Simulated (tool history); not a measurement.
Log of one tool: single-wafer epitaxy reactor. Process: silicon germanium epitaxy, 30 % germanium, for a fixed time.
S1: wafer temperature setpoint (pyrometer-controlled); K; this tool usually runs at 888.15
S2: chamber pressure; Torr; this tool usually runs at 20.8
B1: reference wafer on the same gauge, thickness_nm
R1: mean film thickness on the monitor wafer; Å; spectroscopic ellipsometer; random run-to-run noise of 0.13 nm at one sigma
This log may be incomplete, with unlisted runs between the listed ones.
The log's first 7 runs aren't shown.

Run 8, day 3.958: usual settings but S1 881.15 K; B1 83.651. Result: R1 654.63 Å.
Run 9, day 4.225: usual settings; B1 83.581. Result: R1 730.64 Å.
Run 10, day 4.875: usual settings; B1 83.584. Result: R1 728.23 Å.
Run 11, day 5.296: usual settings; B1 83.635. Result: R1 729.53 Å.
Run 12, day 5.825: usual settings; B1 83.593. Result: R1 729.32 Å.
At day 6.621: capacitance manometer re-zeroed and calibrated.
Run 13, day 6.642: usual settings but S1 884.15 K, S2 16.7 Torr; B1 83.611. Result: R1 631.43 Å.
Run 14, day 6.838: usual settings but S1 884.15 K, S2 16.7 Torr; B1 83.604. Result: R1 631.40 Å.
Run 15, day 8.167: usual settings but S1 876.15 K; B1 83.560. Result: R1 593.13 Å.
Run 16, day 8.725: usual settings but S1 876.15 K; B1 83.638. Result: R1 592.17 Å.
At day 9.304: showerhead replaced.
Run 17, day 9.358: usual settings but S1 899.15 K, S2 22.3 Torr; B1 83.591. Result: R1 864.60 Å.
Run 18, day 9.967: usual settings; B1 83.576. Result: R1 714.15 Å.
Run 19, day 10.538: usual settings but S2 16.3 Torr; B1 83.613. Result: R1 672.87 Å.
Run 20, day 11.046: usual settings but S2 24.0 Torr; B1 83.548. Result: R1 748.11 Å.
Run 21, day 11.529: usual settings but S1 895.15 K, S2 18.8 Torr; B1 83.559. Result: R1 776.63 Å.
Run 22, day 12.167: usual settings but S1 900.15 K, S2 17.9 Torr; B1 83.599. Result: R1 830.94 Å.
Run 23, day 12.425: usual settings; B1 83.586. Result: R1 714.91 Å.
Run 24, day 12.812: usual settings but S2 16.9 Torr; B1 83.592. Result: R1 677.20 Å.
Run 25, day 13.300: usual settings but S1 899.15 K, S2 25.7 Torr; B1 83.559. Result: R1 900.93 Å.
At day 13.533: gauge calibrated.
Run 26, day 13.988: usual settings; B1 83.604. Result: R1 716.05 Å.
Run 27, day 14.708: usual settings but S1 875.15 K, S2 15.8 Torr; B1 83.615. Result: R1 539.96 Å.
At day 15.175: pyrometer calibrated.
Run 28, day 15.196: usual settings; B1 83.586. Result: R1 780.73 Å.
Run 29, day 15.683: usual settings but S1 879.15 K; B1 83.612. Result: R1 674.41 Å.
Run 30, day 16.071: usual settings but S1 875.15 K, S2 25.1 Torr; B1 83.596. Result: R1 672.56 Å.
Run 31, day 16.350: usual settings; B1 83.601. Result: R1 780.73 Å.
Run 32, day 16.929: usual settings but S1 883.15 K, S2 23.5 Torr; B1 83.601. Result: R1 748.12 Å.

Estimate the outcome of run 33 from the log above:
Run 33, day 17.962: usual settings but S1 876.15 K, S2 25.4 Torr; B1 ?. Result: R1 ?.

B1: 83.613
R1: 683.54 Å
Had the tool carried no hidden state, the very same run would have given R1 679.57 Å.
